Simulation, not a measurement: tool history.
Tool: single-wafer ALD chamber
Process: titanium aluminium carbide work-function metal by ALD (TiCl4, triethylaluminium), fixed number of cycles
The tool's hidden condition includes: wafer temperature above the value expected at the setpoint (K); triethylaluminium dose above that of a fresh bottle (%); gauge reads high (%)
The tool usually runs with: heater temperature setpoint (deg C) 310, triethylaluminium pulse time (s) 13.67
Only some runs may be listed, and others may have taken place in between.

| run | hour | heater temperature setpoint (deg C) | triethylaluminium pulse time (s) | wafers since the last listed run | hours since the last thermocouple change | hours since the last triethylaluminium bottle change | hours since the showerhead was replaced | hours since the gauge calibration | read-back reference wafer on the same gauge, thickness_nm | mean film thickness on the monitor wafer (nm) |
|---|---|---|---|---|---|---|---|---|---|---|
| 1 | 0 | 310 | 13.67 | 0 | 1684.4 | 921.5 | 5201.4 | 45.2 | 2.31 | 2.136 |
| 2 | 23.1 | 310 | 13.67 | 225 | 1707.5 | 944.6 | 5224.5 | 68.3 | 2.312 | 2.133 |
| 3 | 42 | 310 | 13.67 | 184 | 1726.4 | 963.5 | 5243.4 | 87.2 | 2.309 | 2.132 |
| 4 | 62.5 | 310 | 13.67 | 200 | 1746.9 | 984 | 5263.9 | 107.7 | 2.309 | 2.135 |
| 5 | 91.4 | 310 | 16.02 | 282 | 1775.8 | 1012.9 | 5292.8 | 136.6 | 2.309 | 2.152 |
| 6 | 118 | 310 | 16.02 | 260 | 1802.4 | 1039.5 | 5319.4 | 163.2 | 2.308 | 2.14 |
| 7 | 146.2 | 310 | 16.02 | 275 | 1830.6 | 1067.7 | 5347.6 | 191.4 | 2.309 | 2.153 |
|  | 160.4 | showerhead replaced |
| 8 | 176 | 310 | 13.67 | 213 | 1860.4 | 1097.5 | 15.6 | 221.2 | 2.308 | 2.138 |
| 9 | 193.3 | 310 | 13.67 | 169 | 1877.7 | 1114.8 | 32.9 | 238.5 | 2.31 | 2.137 |
| 10 | 251.4 | 310 | 13.67 | 568 | 1935.8 | 1172.9 | 91 | 296.6 | 2.309 | 2.123 |
| 11 | 265.4 | 318 | 13.67 | 136 | 1949.8 | 1186.9 | 105 | 310.6 | 2.313 | 2.189 |
| 12 | 284.5 | 321 | 13.67 | 186 | 1968.9 | 1206 | 124.1 | 329.7 | 2.31 | 2.212 |
| 13 | 296.7 | 310 | 13.67 | 119 | 1981.1 | 1218.2 | 136.3 | 341.9 | 2.308 | 2.122 |
| 14 | 321.6 | 302 | 13.67 | 243 | 2006 | 1243.1 | 161.2 | 366.8 | 2.309 | 2.068 |
| 15 | 340.1 | 310 | 13.67 | 180 | 2024.5 | 1261.6 | 179.7 | 385.3 | 2.308 | 2.12 |
| 16 | 371.1 | 310 | 13.67 | 303 | 2055.5 | 1292.6 | 210.7 | 416.3 | 2.312 | 2.137 |
| 17 | 402.9 | 316 | 18.19 | 311 | 2087.3 | 1324.4 | 242.5 | 448.1 | 2.309 | 2.196 |
| 18 | 424 | 310 | 13.67 | 206 | 2108.4 | 1345.5 | 263.6 | 469.2 | 2.311 | 2.117 |
|  | 445.3 | thermocouple changed; heater temperature recalibrated |
| 19 | 445.8 | 324 | 8.64 | 134 | 0.5 | 1367.3 | 285.4 | 491 | 2.309 | 2.145 |
| 20 | 465.5 | 324 | 17.24 | 192 | 20.2 | 1387 | 305.1 | 510.7 | 2.31 | 2.254 |
|  | 500 | triethylaluminium bottle replaced |
| 21 | 500.5 | 310 | 13.67 | 264 | 55.2 | 0.5 | 340.1 | 545.7 | 2.31 | 2.153 |
| 22 | 516.8 | 299 | 13.67 | 159 | 71.5 | 16.8 | 356.4 | 562 | 2.31 | 2.072 |
| 23 | 547.2 | 301 | 17.98 | 297 | 101.9 | 47.2 | 386.8 | 592.4 | 2.312 | 2.089 |
|  | 552.9 | gauge calibrated |
| 24 | 578.1 | 310 | 13.67 | 302 | 132.8 | 78.1 | 417.7 | 25.2 | 2.31 | 2.15 |
| 25 | 591.7 | 320 | 9.89 | 133 | 146.4 | 91.7 | 431.3 | 38.8 | 2.309 | 2.209 |
| 26 | 610.6 | 315 | 8.56 | 184 | 165.3 | 110.6 | 450.2 | 57.7 | 2.308 | 2.148 |
| 27 | 716.8 | 310 | 11.25 | 1038 | 271.5 | 216.8 | 556.4 | 163.9 | 2.313 | 2.126 |
| 28 | 747.9 | 323 | 18.28 | 304 | 302.6 | 247.9 | 587.5 | 195 | 2.31 | 2.276 |
| 29 | 769.9 | 310 | 18.14 | 215 | 324.6 | 269.9 | 609.5 | 217 | 2.309 | 2.168 |
| 30 | 790.6 | 305 | 13.67 | 202 | 345.3 | 290.6 | 630.2 | 237.7 | 2.31 | 2.104 |
| 31 | 821.2 | 297 | 10.2 | 299 | 375.9 | 321.2 | 660.8 | 268.3 | 2.309 | 2.017 |
| 32 | 848.1 | 310 | 18.94 | 263 | 402.8 | 348.1 | 687.7 | 295.2 | 2.309 | 2.179 |

Below are 5 alternative next runs, each starting from the tool's condition after run 32. Predict each:
| A | 848.5 | 310 | 13.67 | 3 | 403.2 | 348.5 | 688.1 | 295.6 | ? | ? |
| B | 848.5 | 310 | 15.36 | 3 | 403.2 | 348.5 | 688.1 | 295.6 | ? | ? |
| C | 848.5 | 320 | 15.88 | 3 | 403.2 | 348.5 | 688.1 | 295.6 | ? | ? |
| D | 848.5 | 317 | 15.36 | 3 | 403.2 | 348.5 | 688.1 | 295.6 | ? | ? |
| E | 848.5 | 319 | 13.67 | 3 | 403.2 | 348.5 | 688.1 | 295.6 | ? | ? |

| run | read-back reference wafer on the same gauge, thickness_nm | mean film thickness on the monitor wafer (nm) |
|---|---|---|
| A | 2.31 | 2.139 |
| B | 2.31 | 2.148 |
| C | 2.31 | 2.229 |
| D | 2.31 | 2.203 |
| E | 2.31 | 2.211 |
Had the tool no hidden state, the same runs would have come out as:
| run | mean film thickness on the monitor wafer (nm) |
|---|---|
| A | 2.147 |
| B | 2.153 |
| C | 2.235 |
| D | 2.209 |
| E | 2.219 |

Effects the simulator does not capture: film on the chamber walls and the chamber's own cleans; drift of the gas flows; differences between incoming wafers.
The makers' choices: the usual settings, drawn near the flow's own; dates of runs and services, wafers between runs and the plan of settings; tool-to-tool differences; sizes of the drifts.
